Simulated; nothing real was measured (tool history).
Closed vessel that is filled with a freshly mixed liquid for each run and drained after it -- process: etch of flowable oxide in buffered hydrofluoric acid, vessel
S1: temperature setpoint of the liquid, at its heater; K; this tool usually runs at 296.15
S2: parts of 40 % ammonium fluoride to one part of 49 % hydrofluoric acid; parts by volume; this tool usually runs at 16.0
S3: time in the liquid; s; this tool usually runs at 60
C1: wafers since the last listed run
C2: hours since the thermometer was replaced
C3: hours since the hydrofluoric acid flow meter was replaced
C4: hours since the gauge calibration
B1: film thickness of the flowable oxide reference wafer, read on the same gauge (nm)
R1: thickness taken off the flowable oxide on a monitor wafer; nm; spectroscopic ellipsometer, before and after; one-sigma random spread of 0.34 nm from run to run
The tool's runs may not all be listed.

run,day,S1,S2,S3,C1,C2,C3,C4,B1,R1
1,0.000,296.15,16.0,60,0,532.8,1385.0,131.6,119.96,79.62
2,0.433,296.15,16.0,60,1052,543.2,1395.4,142.0,120.06,79.38
3,0.908,296.15,16.0,60,1153,554.6,1406.8,153.4,119.95,79.50
4,1.200,296.15,16.0,60,708,561.6,1413.8,160.4,120.01,79.52
5,1.767,296.15,16.0,60,1376,575.2,1427.4,174.0,119.99,80.26
6,2.029,296.15,16.0,60,637,581.5,1433.7,180.3,120.00,79.21
7,2.308,296.15,16.0,60,678,588.2,1440.4,187.0,120.07,79.88
8,3.012,296.15,16.0,60,1710,605.1,1457.3,203.9,120.00,80.29
9,3.300,296.15,16.0,60,698,612.0,1464.2,210.8,119.96,80.49
10,3.550,296.15,16.0,60,607,618.0,1470.2,216.8,119.97,79.33
# day 3.800: thermometer replaced
11,4.021,296.15,16.0,60,1042,5.3,1481.5,228.1,120.02,75.44
12,4.542,300.15,14.5,85,1265,17.8,1494.0,240.6,119.95,146.93
13,5.258,299.15,16.0,60,1741,35.0,1511.2,257.8,119.96,88.71
# day 5.450: gauge calibrated
14,5.900,293.15,10.5,45,1558,50.4,1526.6,10.8,120.02,72.31
15,6.442,299.15,16.0,85,1315,63.4,1539.6,23.8,119.98,126.34
16,7.171,296.15,11.5,75,1771,80.9,1557.1,41.3,120.01,130.57
17,7.654,297.65,16.0,60,1174,92.5,1568.7,52.9,120.06,82.71
# day 7.962: hydrofluoric acid flow meter replaced
18,8.396,296.15,22.5,60,1700,110.3,10.4,70.7,120.00,56.54
19,8.808,296.15,16.0,60,1002,120.2,20.3,80.6,120.07,76.77
20,9.288,296.15,11.0,75,1164,131.7,31.8,92.1,120.00,137.04
21,9.679,296.15,16.0,45,951,141.1,41.2,101.5,120.00,57.67
22,10.379,296.15,16.0,60,1700,157.9,58.0,118.3,120.00,76.60

Here are 3 independent what-if runs from the current tool condition. What would each one return?
A,10.408,296.15,16.0,60,70,158.6,58.7,119.0,?,?
B,10.408,293.65,16.0,40,70,158.6,58.7,119.0,?,?
C,10.408,296.15,16.0,40,70,158.6,58.7,119.0,?,?

run,B1,R1
A,120.01,77.08
B,120.01,44.75
C,120.01,51.38
Without the tool's hidden state the same runs would have given:
run,R1
A,75.65
B,43.91
C,50.43
